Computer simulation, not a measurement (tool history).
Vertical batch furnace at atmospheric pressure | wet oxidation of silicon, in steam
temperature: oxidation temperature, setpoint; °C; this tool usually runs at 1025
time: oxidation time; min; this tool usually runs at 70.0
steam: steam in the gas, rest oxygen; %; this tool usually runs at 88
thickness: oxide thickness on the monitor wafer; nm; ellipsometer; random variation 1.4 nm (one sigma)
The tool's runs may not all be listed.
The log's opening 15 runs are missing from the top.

run,day,temperature,time,steam,"read-back reference wafer on the same gauge, thickness",thickness
16,21.421,1025,70.0,88,680.50,596.13
17,22.121,1025,70.0,88,680.26,596.19
18,23.621,1006,90.5,88,679.56,636.04
19,24.129,1016,70.0,95,679.80,597.22
20,25.242,1050,100.5,93,680.58,834.02
21,26.529,1025,70.0,88,679.73,597.41
22,27.354,1025,86.0,79,680.14,629.99
23,28.479,1025,81.5,97,679.87,690.82
24,29.892,1025,57.5,88,680.17,533.36
# day 30.204: gauge calibrated
25,30.567,1025,70.0,79,680.10,563.19
26,32.375,1025,70.0,88,680.17,598.49
27,33.546,1025,70.0,82,680.07,577.60
28,34.696,1025,93.5,79,679.96,666.06
29,35.558,1025,70.0,91,679.86,612.15
30,36.150,1007,70.0,88,679.83,547.85

Predict the results of run 31:
31,36.788,1041,82.5,95,?,?

read-back reference wafer on the same gauge, thickness: 679.94
thickness: 736.59 nm
Minus the tool's unlogged condition, the same run would have read thickness 725.75 nm.

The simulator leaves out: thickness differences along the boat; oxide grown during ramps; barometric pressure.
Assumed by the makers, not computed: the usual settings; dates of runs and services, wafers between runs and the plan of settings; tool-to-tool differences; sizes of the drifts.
